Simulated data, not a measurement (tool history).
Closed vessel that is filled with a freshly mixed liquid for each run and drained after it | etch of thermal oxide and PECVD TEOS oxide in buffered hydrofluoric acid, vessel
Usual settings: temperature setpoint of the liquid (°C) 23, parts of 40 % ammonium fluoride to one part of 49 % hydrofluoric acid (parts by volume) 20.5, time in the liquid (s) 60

| run | day | temperature setpoint of the liquid (°C) | parts of 40 % ammonium fluoride to one part of 49 % hydrofluoric acid (parts by volume) | time in the liquid (s) | read-back film thickness of the thermal oxide reference wafer, read on the same gauge (nm) | read-back film thickness of the PECVD TEOS oxide reference wafer, read on the same gauge (nm) | thickness taken off the thermal oxide on a monitor wafer (nm) | thickness taken off the PECVD TEOS oxide on a monitor wafer (nm) |
|---|---|---|---|---|---|---|---|---|
| 1 | 0 | 23 | 25 | 60 | 29.99 | 70 | 23.5 | 54.42 |
|  | 1.504 | gauge calibrated |
|  | 1.6 | thermometer replaced |
| 2 | 7.683 | 23 | 25 | 60 | 30 | 69.98 | 26.23 | 60.29 |
| 3 | 10.929 | 23 | 25 | 60 | 30.01 | 70 | 26.14 | 59.46 |
| 4 | 14.546 | 23 | 20.5 | 60 | 29.99 | 70.01 | 30.16 | 68.55 |
| 5 | 18.338 | 23 | 20.5 | 60 | 30.02 | 70 | 29.67 | 68.59 |
| 6 | 20.362 | 19 | 20.5 | 75 | 30 | 70.03 | 30.05 | 67.8 |
| 7 | 22.721 | 25.5 | 23 | 60 | 29.96 | 70.01 | 31.04 | 71.67 |
|  | 23.088 | hydrofluoric acid flow meter replaced |
| 8 | 25.129 | 20 | 22.5 | 80 | 30.02 | 70.01 | 31.19 | 72.07 |
| 9 | 27.288 | 23 | 20.5 | 75 | 29.99 | 70 | 37.17 | 83.85 |
| 10 | 30.129 | 23 | 17 | 40 | 30 | 70.02 | 23.19 | 53.21 |
| 11 | 32.608 | 23 | 13.5 | 60 | 29.99 | 69.99 | 42.97 | 98.33 |
| 12 | 36.517 | 18.5 | 16 | 85 | 30.03 | 69.99 | 39.42 | 92.95 |
| 13 | 40.512 | 23 | 22.5 | 90 | 30.02 | 69.97 | 40.33 | 91.93 |
| 14 | 43.229 | 23 | 14 | 60 | 29.99 | 69.97 | 40.6 | 94.52 |
| 15 | 47.833 | 18.5 | 18 | 70 | 30.01 | 70 | 29.16 | 66.74 |
| 16 | 50.558 | 23 | 17 | 40 | 30 | 69.98 | 22.39 | 51.1 |
| 17 | 54.429 | 25 | 16.5 | 85 | 29.99 | 69.96 | 54.9 | 126.1 |
| 18 | 57.15 | 23 | 20.5 | 60 | 29.98 | 69.99 | 28.26 | 63.79 |
| 19 | 60.596 | 23 | 20.5 | 85 | 30 | 70 | 39.68 | 89.73 |
| 20 | 62.212 | 18.5 | 15.5 | 80 | 29.96 | 70.01 | 37.1 | 86.11 |
|  | 65.392 | gauge calibrated |
| 21 | 66.396 | 25.5 | 20.5 | 30 | 29.99 | 70.04 | 15.77 | 36.11 |
| 22 | 69.479 | 23 | 20.5 | 45 | 29.99 | 70.01 | 20.6 | 46.72 |
|  | 71.371 | hydrofluoric acid flow meter replaced |
| 23 | 73.496 | 23 | 20.5 | 60 | 30.01 | 70.03 | 27.54 | 62.31 |
|  | 74.646 | thermometer replaced |
| 24 | 77.183 | 24.5 | 22.5 | 60 | 30 | 70.02 | 30.78 | 71.31 |
| 25 | 80.433 | 23 | 20.5 | 60 | 29.99 | 70.04 | 30.2 | 69.47 |
| 26 | 84.288 | 23 | 20.5 | 60 | 30.01 | 69.98 | 30.55 | 68.97 |
| 27 | 88.579 | 25 | 14.5 | 60 | 30.02 | 69.99 | 46.04 | 105.27 |

Forecast each of these 3 alternatives for the next run:
| A | 88.608 | 23 | 20.5 | 60 | ? | ? | ? | ? |
| B | 88.608 | 23 | 20.5 | 40 | ? | ? | ? | ? |
| C | 88.608 | 26.5 | 15 | 70 | ? | ? | ? | ? |

| run | read-back film thickness of the thermal oxide reference wafer, read on the same gauge (nm) | read-back film thickness of the PECVD TEOS oxide reference wafer, read on the same gauge (nm) | thickness taken off the thermal oxide on a monitor wafer (nm) | thickness taken off the PECVD TEOS oxide on a monitor wafer (nm) |
|---|---|---|---|---|
| A | 29.99 | 70 | 29.31 | 67.64 |
| B | 29.99 | 70 | 19.54 | 45.1 |
| C | 29.99 | 70 | 55.9 | 128.99 |
Without the tool's hidden state the same runs would have given:
| run | thickness taken off the thermal oxide on a monitor wafer (nm) | thickness taken off the PECVD TEOS oxide on a monitor wafer (nm) |
|---|---|---|
| A | 30.08 | 69.42 |
| B | 20.06 | 46.28 |
| C | 57.33 | 132.3 |

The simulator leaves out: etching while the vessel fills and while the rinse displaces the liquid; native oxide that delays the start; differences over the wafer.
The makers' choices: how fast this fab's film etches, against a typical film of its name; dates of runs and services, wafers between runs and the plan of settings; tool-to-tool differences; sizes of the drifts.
